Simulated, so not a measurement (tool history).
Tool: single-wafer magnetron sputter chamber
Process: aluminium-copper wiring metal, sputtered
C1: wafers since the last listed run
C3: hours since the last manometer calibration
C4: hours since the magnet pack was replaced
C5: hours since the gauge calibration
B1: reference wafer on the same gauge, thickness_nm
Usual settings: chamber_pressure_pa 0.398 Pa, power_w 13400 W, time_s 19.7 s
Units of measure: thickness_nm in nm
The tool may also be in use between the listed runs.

Run 1, day 0: usual settings but power_w 15450 W, time_s 21.2 s; C1 0; wafers on the sputter target 9990; C3 370.2; C4 6043.2; C5 848; B1 402.003. Result: thickness_nm 598.212 nm.
At day 1.692: sputter target and shields replaced.
Run 2, day 3.238: usual settings but power_w 11800 W; C1 1552; wafers on the sputter target 826; C3 447.9; C4 6120.9; C5 925.7; B1 401.963. Result: thickness_nm 431.974 nm.
Run 3, day 6.492: usual settings but power_w 11800 W; C1 1739; wafers on the sputter target 2565; C3 526; C4 6199; C5 1003.8; B1 402.04. Result: thickness_nm 429.853 nm.
Run 4, day 10.321: usual settings but power_w 11800 W; C1 2047; wafers on the sputter target 4612; C3 617.9; C4 6290.9; C5 1095.7; B1 402.069. Result: thickness_nm 428.126 nm.
Run 5, day 12.533: usual settings but time_s 21.5 s; C1 1182; wafers on the sputter target 5795; C3 671; C4 6344; C5 1148.8; B1 402.012. Result: thickness_nm 528.949 nm.
Run 6, day 14.488: usual settings but time_s 21.5 s; C1 1044; wafers on the sputter target 6840; C3 717.9; C4 6390.9; C5 1195.7; B1 401.841. Result: thickness_nm 529.387 nm.
Run 7, day 17.058: usual settings but time_s 21.5 s; C1 1374; wafers on the sputter target 8214; C3 779.6; C4 6452.6; C5 1257.4; B1 402.056. Result: thickness_nm 528.899 nm.
Run 8, day 18.754: usual settings but power_w 12000 W, time_s 16.6 s; C1 906; wafers on the sputter target 9121; C3 820.3; C4 6493.3; C5 1298.1; B1 402.33. Result: thickness_nm 362.812 nm.
At day 21.688: sputter target and shields replaced.
Run 9, day 22.121: usual settings but power_w 12000 W, time_s 16.6 s; C1 1621; wafers on the sputter target 231; C3 901.1; C4 6574.1; C5 1378.9; B1 401.863. Result: thickness_nm 365.58 nm.
Run 10, day 26.383: usual settings but power_w 12000 W; C1 2278; wafers on the sputter target 2509; C3 1003.4; C4 6676.4; C5 1481.2; B1 401.963. Result: thickness_nm 435.36 nm.
Run 11, day 29.65: usual settings but power_w 12000 W; C1 1746; wafers on the sputter target 4256; C3 1081.8; C4 6754.8; C5 1559.6; B1 402.075. Result: thickness_nm 433.522 nm.
Run 12, day 31.958: usual settings but power_w 12000 W; C1 1234; wafers on the sputter target 5490; C3 1137.2; C4 6810.2; C5 1615; B1 401.973. Result: thickness_nm 432.139 nm.
Run 13, day 33.517: usual settings; C1 833; wafers on the sputter target 6323; C3 1174.6; C4 6847.6; C5 1652.4; B1 402.056. Result: thickness_nm 478.148 nm.
Run 14, day 35.321: usual settings; C1 964; wafers on the sputter target 7287; C3 1217.9; C4 6890.9; C5 1695.7; B1 401.999. Result: thickness_nm 479.944 nm.
At day 37.675: sputter target and shields replaced.
Run 15, day 38.125: usual settings; C1 1320; wafers on the sputter target 240; C3 1285.2; C4 6958.2; C5 1763; B1 402.058. Result: thickness_nm 486.006 nm.
At day 47.025: magnet pack replaced.
At day 49.038: gauge calibrated.
Run 16, day 50.975: usual settings but chamber_pressure_pa 0.438 Pa; C1 6691; wafers on the sputter target 6931; C3 1593.6; C4 94.8; C5 46.5; B1 401.815. Result: thickness_nm 468.324 nm.
At day 51.333: capacitance manometer re-zeroed and calibrated.
At day 54.171: sputter target and shields replaced.
Run 17, day 54.271: usual settings but time_s 21.5 s; C1 1405; wafers on the sputter target 52; C3 70.5; C4 173.9; C5 125.6; B1 402.261. Result: thickness_nm 534.014 nm.
Run 18, day 55.829: usual settings but chamber_pressure_pa 0.335 Pa; C1 833; wafers on the sputter target 885; C3 107.9; C4 211.3; C5 163; B1 402.015. Result: thickness_nm 504.687 nm.
Run 19, day 59.254: usual settings but power_w 14300 W; C1 1830; wafers on the sputter target 2716; C3 190.1; C4 293.5; C5 245.2; B1 401.885. Result: thickness_nm 523.127 nm.
Run 20, day 62.092: usual settings; C1 1516; wafers on the sputter target 4233; C3 258.2; C4 361.6; C5 313.3; B1 401.827. Result: thickness_nm 490.356 nm.
Run 21, day 66.075: usual settings but chamber_pressure_pa 0.543 Pa, power_w 14700 W; C1 2129; wafers on the sputter target 6363; C3 353.8; C4 457.2; C5 408.9; B1 402.093. Result: thickness_nm 501.032 nm.
Run 22, day 69.433: usual settings but power_w 15150 W, time_s 18.1 s; C1 1795; wafers on the sputter target 8158; C3 434.4; C4 537.8; C5 489.5; B1 402.065. Result: thickness_nm 504.228 nm.
Run 23, day 72.854: usual settings but chamber_pressure_pa 0.445 Pa, power_w 15850 W; C1 1828; wafers on the sputter target 9987; C3 516.5; C4 619.9; C5 571.6; B1 402.091. Result: thickness_nm 553.344 nm.
At day 75.375: sputter target and shields replaced.
Run 24, day 76.012: usual settings; C1 1510; wafers on the sputter target 340; C3 592.3; C4 695.7; C5 647.4; B1 401.73. Result: thickness_nm 487.902 nm.
Run 25, day 78.946: usual settings but chamber_pressure_pa 0.259 Pa, power_w 11550 W, time_s 23.3 s; C1 1568; wafers on the sputter target 1908; C3 662.7; C4 766.1; C5 717.8; B1 402.268. Result: thickness_nm 530.307 nm.
Run 26, day 80.904: usual settings; C1 1046; wafers on the sputter target 2955; C3 709.7; C4 813.1; C5 764.8; B1 402.204. Result: thickness_nm 487.015 nm.
Run 27, day 84.933: usual settings but chamber_pressure_pa 0.302 Pa, power_w 11450 W, time_s 22.5 s; C1 2153; wafers on the sputter target 5109; C3 806.4; C4 909.8; C5 861.5; B1 401.834. Result: thickness_nm 496.718 nm.
Run 28, day 86.683: usual settings but time_s 23.1 s; C1 935; wafers on the sputter target 6045; C3 848.4; C4 951.8; C5 903.5; B1 401.927. Result: thickness_nm 567.902 nm.
Run 29, day 88.25: usual settings; C1 837; wafers on the sputter target 6882; C3 886; C4 989.4; C5 941.1; B1 401.99. Result: thickness_nm 481.767 nm.
Run 30, day 89.817: usual settings but chamber_pressure_pa 0.45 Pa, power_w 11850 W, time_s 18.4 s; C1 837; wafers on the sputter target 7720; C3 923.6; C4 1027; C5 978.7; B1 401.71. Result: thickness_nm 387.779 nm.

Run 31 is up next; what results do you expect?
Run 31, day 91.35: usual settings but power_w 11550 W; C1 819; wafers on the sputter target 8540; C3 960.4; C4 1063.8; C5 1015.5; B1 ?. Result: thickness_nm ?.

Run 31 yielded B1 402.062, thickness_nm 415.013 nm.
Without the tool's hidden state the same run would have given thickness_nm 426.225 nm.
